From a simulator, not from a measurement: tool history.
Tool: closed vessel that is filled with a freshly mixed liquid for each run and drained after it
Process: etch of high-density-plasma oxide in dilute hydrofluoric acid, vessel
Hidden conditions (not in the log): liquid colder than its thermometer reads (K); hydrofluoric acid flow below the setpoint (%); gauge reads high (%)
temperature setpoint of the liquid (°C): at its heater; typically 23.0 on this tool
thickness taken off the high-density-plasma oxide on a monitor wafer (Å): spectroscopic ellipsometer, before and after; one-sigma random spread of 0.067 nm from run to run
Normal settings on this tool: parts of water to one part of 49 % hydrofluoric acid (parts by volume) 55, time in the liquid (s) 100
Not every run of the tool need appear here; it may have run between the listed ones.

run	hour	temperature setpoint of the liquid (°C)	parts of water to one part of 49 % hydrofluoric acid (parts by volume)	time in the liquid (s)	wafers since the last listed run	hours since the thermometer was replaced	hours since the hydrofluoric acid flow meter was replaced	hours since the gauge calibration	read-back film thickness of the high-density-plasma oxide reference wafer, read on the same gauge (nm)	thickness taken off the high-density-plasma oxide on a monitor wafer (Å)
1	0.0	23.0	55	100	0	477.2	557.9	1028.5	140.01	90.7
2	160.7	23.0	55	100	15343	637.9	718.6	1189.2	139.96	91.3
3	211.9	23.0	55	100	4888	689.1	769.8	1240.4	139.96	90.4
4	283.1	23.0	55	100	6797	760.3	841.0	1311.6	140.00	90.9
5	318.1	25.0	55	100	3341	795.3	876.0	1346.6	140.00	98.6
6	350.8	25.0	55	100	3122	828.0	908.7	1379.3	140.02	96.1
7	382.2	25.0	55	100	2997	859.4	940.1	1410.7	139.98	97.5
8	430.5	27.0	55	100	4611	907.7	988.4	1459.0	140.06	104.9
9	464.0	27.0	55	100	3198	941.2	1021.9	1492.5	140.01	104.9
10	573.5	27.0	55	100	10454	1050.7	1131.4	1602.0	140.00	105.9
11	625.1	23.0	55	100	4926	1102.3	1183.0	1653.6	139.97	88.8
12	795.1	23.0	55	100	16231	1272.3	1353.0	1823.6	140.00	87.7
13	867.0	23.0	75	70	6864	1344.2	1424.9	1895.5	139.98	43.8
14	898.5	23.0	30	135	3007	1375.7	1456.4	1927.0	139.97	224.7
15	954.3	19.5	45	100	5327	1431.5	1512.2	1982.8	140.00	92.9
16	1006.5	23.0	70	100	4983	1483.7	1564.4	2035.0	139.97	68.8
17	1041.2	23.0	55	100	3313	1518.4	1599.1	2069.7	139.97	87.4
18	1089.6	23.0	80	60	4621	1566.8	1647.5	2118.1	139.97	35.1

What will run 19 give?
# hour 1184.4: gauge calibrated
19	1195.2	23.0	55	100	10082	1672.4	1753.1	10.8	?	?

{"run 19": {"read-back film thickness of the high-density-plasma oxide reference wafer, read on the same gauge (nm)": 140.03, "thickness taken off the high-density-plasma oxide on a monitor wafer (Å)": 87.7}}
Without the tool's hidden state the same run would have given thickness taken off the high-density-plasma oxide on a monitor wafer (Å) 93.0.
